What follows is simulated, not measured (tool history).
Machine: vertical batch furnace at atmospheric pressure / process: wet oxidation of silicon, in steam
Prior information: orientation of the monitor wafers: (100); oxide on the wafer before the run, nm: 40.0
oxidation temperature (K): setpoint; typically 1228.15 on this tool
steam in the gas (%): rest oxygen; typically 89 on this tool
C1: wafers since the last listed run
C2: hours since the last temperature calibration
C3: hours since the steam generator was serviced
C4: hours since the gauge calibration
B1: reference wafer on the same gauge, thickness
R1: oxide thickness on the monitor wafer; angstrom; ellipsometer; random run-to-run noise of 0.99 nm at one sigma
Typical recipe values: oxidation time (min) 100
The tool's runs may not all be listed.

run 1 day=0 | oxidation_temperature_(K)=1228.15 oxidation_time_(min)=100 steam_in_the_gas_(%)=89 | C1=0 C2=2521 C3=217 C4=495 | B1=328.13 | R1=3741.1
run 2 day=2.433 | oxidation_temperature_(K)=1228.15 oxidation_time_(min)=100 steam_in_the_gas_(%)=89 | C1=813 C2=2579.4 C3=275.4 C4=553.4 | B1=328.17 | R1=3744.5
run 3 day=6 | oxidation_temperature_(K)=1228.15 oxidation_time_(min)=100 steam_in_the_gas_(%)=89 | C1=1192 C2=2665 C3=361 C4=639 | B1=327.92 | R1=3751.3
run 4 day=8.354 | oxidation_temperature_(K)=1228.15 oxidation_time_(min)=100 steam_in_the_gas_(%)=89 | C1=786 C2=2721.5 C3=417.5 C4=695.5 | B1=328.09 | R1=3761.9
run 5 day=10.821 | oxidation_temperature_(K)=1228.15 oxidation_time_(min)=100 steam_in_the_gas_(%)=89 | C1=824 C2=2780.7 C3=476.7 C4=754.7 | B1=328.14 | R1=3730.6
run 6 day=14.504 | oxidation_temperature_(K)=1228.15 oxidation_time_(min)=74 steam_in_the_gas_(%)=89 | C1=1231 C2=2869.1 C3=565.1 C4=843.1 | B1=328.06 | R1=3037.6
run 7 day=18.942 | oxidation_temperature_(K)=1228.15 oxidation_time_(min)=74 steam_in_the_gas_(%)=89 | C1=1483 C2=2975.6 C3=671.6 C4=949.6 | B1=328.05 | R1=3055
run 8 day=20.983 | oxidation_temperature_(K)=1228.15 oxidation_time_(min)=100 steam_in_the_gas_(%)=89 | C1=682 C2=3024.6 C3=720.6 C4=998.6 | B1=327.91 | R1=3763.3
run 9 day=23.854 | oxidation_temperature_(K)=1228.15 oxidation_time_(min)=100 steam_in_the_gas_(%)=89 | C1=959 C2=3093.5 C3=789.5 C4=1067.5 | B1=328.02 | R1=3750.3
run 10 day=25.892 | oxidation_temperature_(K)=1228.15 oxidation_time_(min)=100 steam_in_the_gas_(%)=89 | C1=681 C2=3142.4 C3=838.4 C4=1116.4 | B1=328.05 | R1=3753.7
run 11 day=27.746 | oxidation_temperature_(K)=1228.15 oxidation_time_(min)=100 steam_in_the_gas_(%)=89 | C1=619 C2=3186.9 C3=882.9 C4=1160.9 | B1=328 | R1=3757.8
run 12 day=30.717 | oxidation_temperature_(K)=1228.15 oxidation_time_(min)=100 steam_in_the_gas_(%)=89 | C1=993 C2=3258.2 C3=954.2 C4=1232.2 | B1=327.88 | R1=3757.5
run 13 day=32.812 | oxidation_temperature_(K)=1228.15 oxidation_time_(min)=100 steam_in_the_gas_(%)=89 | C1=700 C2=3308.5 C3=1004.5 C4=1282.5 | B1=328.06 | R1=3759
run 14 day=36.421 | oxidation_temperature_(K)=1228.15 oxidation_time_(min)=100 steam_in_the_gas_(%)=89 | C1=1206 C2=3395.1 C3=1091.1 C4=1369.1 | B1=328.01 | R1=3744.8
run 15 day=39.375 | oxidation_temperature_(K)=1228.15 oxidation_time_(min)=128.5 steam_in_the_gas_(%)=97 | C1=987 C2=3466 C3=1162 C4=1440 | B1=328.11 | R1=4684.3
run 16 day=45.138 | oxidation_temperature_(K)=1228.15 oxidation_time_(min)=128.5 steam_in_the_gas_(%)=97 | C1=1926 C2=3604.3 C3=1300.3 C4=1578.3 | B1=327.71 | R1=4699.8
run 17 day=49.442 | oxidation_temperature_(K)=1228.15 oxidation_time_(min)=115.5 steam_in_the_gas_(%)=95 | C1=1438 C2=3707.6 C3=1403.6 C4=1681.6 | B1=328.01 | R1=4322.2
run 18 day=52.275 | oxidation_temperature_(K)=1228.15 oxidation_time_(min)=115.5 steam_in_the_gas_(%)=95 | C1=947 C2=3775.6 C3=1471.6 C4=1749.6 | B1=328.01 | R1=4311.8
run 19 day=54.75 | oxidation_temperature_(K)=1248.15 oxidation_time_(min)=123 steam_in_the_gas_(%)=89 | C1=827 C2=3835 C3=1531 C4=1809 | B1=327.94 | R1=4965.9
run 20 day=56.575 | oxidation_temperature_(K)=1210.15 oxidation_time_(min)=85.5 steam_in_the_gas_(%)=89 | C1=610 C2=3878.8 C3=1574.8 C4=1852.8 | B1=328.25 | R1=2928.7
run 21 day=59.562 | oxidation_temperature_(K)=1228.15 oxidation_time_(min)=100 steam_in_the_gas_(%)=89 | C1=998 C2=3950.5 C3=1646.5 C4=1924.5 | B1=327.94 | R1=3765.6
-- day=61.221 thermocouples replaced and temperature profile calibrated
run 22 day=62.604 | oxidation_temperature_(K)=1228.15 oxidation_time_(min)=124 steam_in_the_gas_(%)=89 | C1=682 C2=33.2 C3=1719.5 C4=1997.5 | B1=327.96 | R1=4249.8
run 23 day=66.929 | oxidation_temperature_(K)=1213.15 oxidation_time_(min)=59 steam_in_the_gas_(%)=80 | C1=1445 C2=137 C3=1823.3 C4=2101.3 | B1=328.18 | R1=2089.8
run 24 day=69.712 | oxidation_temperature_(K)=1228.15 oxidation_time_(min)=74 steam_in_the_gas_(%)=89 | C1=930 C2=203.8 C3=1890.1 C4=2168.1 | B1=327.74 | R1=2986.6
run 25 day=71.938 | oxidation_temperature_(K)=1218.15 oxidation_time_(min)=81 steam_in_the_gas_(%)=89 | C1=743 C2=257.2 C3=1943.5 C4=2221.5 | B1=327.99 | R1=2940.7
run 26 day=75.758 | oxidation_temperature_(K)=1228.15 oxidation_time_(min)=100 steam_in_the_gas_(%)=81 | C1=1277 C2=348.9 C3=2035.2 C4=2313.2 | B1=328.23 | R1=3468.2
run 27 day=79.925 | oxidation_temperature_(K)=1217.15 oxidation_time_(min)=112.5 steam_in_the_gas_(%)=89 | C1=1392 C2=448.9 C3=2135.2 C4=2413.2 | B1=327.84 | R1=3684.4
-- day=83.146 gauge calibrated
run 28 day=88.667 | oxidation_temperature_(K)=1250.15 oxidation_time_(min)=57.5 steam_in_the_gas_(%)=81 | C1=2922 C2=658.7 C3=2345 C4=132.5 | B1=328.1 | R1=2846
run 29 day=92.025 | oxidation_temperature_(K)=1244.15 oxidation_time_(min)=133 steam_in_the_gas_(%)=81 | C1=1122 C2=739.3 C3=2425.6 C4=213.1 | B1=328.03 | R1=4734.1
run 30 day=95.429 | oxidation_temperature_(K)=1228.15 oxidation_time_(min)=100 steam_in_the_gas_(%)=89 | C1=1137 C2=821 C3=2507.3 C4=294.8 | B1=327.71 | R1=3726.7
-- day=98.271 steam generator serviced
run 31 day=99.717 | oxidation_temperature_(K)=1218.15 oxidation_time_(min)=86 steam_in_the_gas_(%)=79 | C1=1098 C2=923.9 C3=34.7 C4=397.7 | B1=328.19 | R1=2857.8
run 32 day=106.096 | oxidation_temperature_(K)=1235.15 oxidation_time_(min)=126 steam_in_the_gas_(%)=97 | C1=2132 C2=1077 C3=187.8 C4=550.8 | B1=328.1 | R1=4863
run 33 day=108.392 | oxidation_temperature_(K)=1205.15 oxidation_time_(min)=141.5 steam_in_the_gas_(%)=97 | C1=767 C2=1132.1 C3=242.9 C4=605.9 | B1=328.06 | R1=4200.1
run 34 day=111.429 | oxidation_temperature_(K)=1211.15 oxidation_time_(min)=78 steam_in_the_gas_(%)=97 | C1=1015 C2=1205 C3=315.8 C4=678.8 | B1=328.02 | R1=2914.6
run 35 day=115.579 | oxidation_temperature_(K)=1228.15 oxidation_time_(min)=100 steam_in_the_gas_(%)=89 | C1=1387 C2=1304.6 C3=415.4 C4=778.4 | B1=327.96 | R1=3744.5
run 36 day=118.267 | oxidation_temperature_(K)=1243.15 oxidation_time_(min)=66.5 steam_in_the_gas_(%)=89 | C1=898 C2=1369.1 C3=479.9 C4=842.9 | B1=328.19 | R1=3188.7
run 37 day=120.175 | oxidation_temperature_(K)=1213.15 oxidation_time_(min)=146 steam_in_the_gas_(%)=79 | C1=637 C2=1414.9 C3=525.7 C4=888.7 | B1=327.91 | R1=3998.2
run 38 day=124.042 | oxidation_temperature_(K)=1228.15 oxidation_time_(min)=100 steam_in_the_gas_(%)=89 | C1=1292 C2=1507.7 C3=618.5 C4=981.5 | B1=327.88 | R1=3752.3

Each row is a separate what-if for the run after 38, all from the same tool condition, not one after another. Results?
run A day=124.288 | oxidation_temperature_(K)=1228.15 oxidation_time_(min)=100 steam_in_the_gas_(%)=89 | C1=82 C2=1513.6 C3=624.4 C4=987.4 | B1=? | R1=?
run B day=124.288 | oxidation_temperature_(K)=1236.15 oxidation_time_(min)=100 steam_in_the_gas_(%)=78 | C1=82 C2=1513.6 C3=624.4 C4=987.4 | B1=? | R1=?
run C day=124.288 | oxidation_temperature_(K)=1228.15 oxidation_time_(min)=70.5 steam_in_the_gas_(%)=92 | C1=82 C2=1513.6 C3=624.4 C4=987.4 | B1=? | R1=?

run=A B1=328.03 R1=3743.3
run=B B1=328.03 R1=3638
run=C B1=328.03 R1=3014.3
The same runs, with their run-to-run variation unchanged, on a tool lacking any hidden condition would have given:
run=A R1=3628.5
run=B R1=3528.5
run=C R1=2917.3
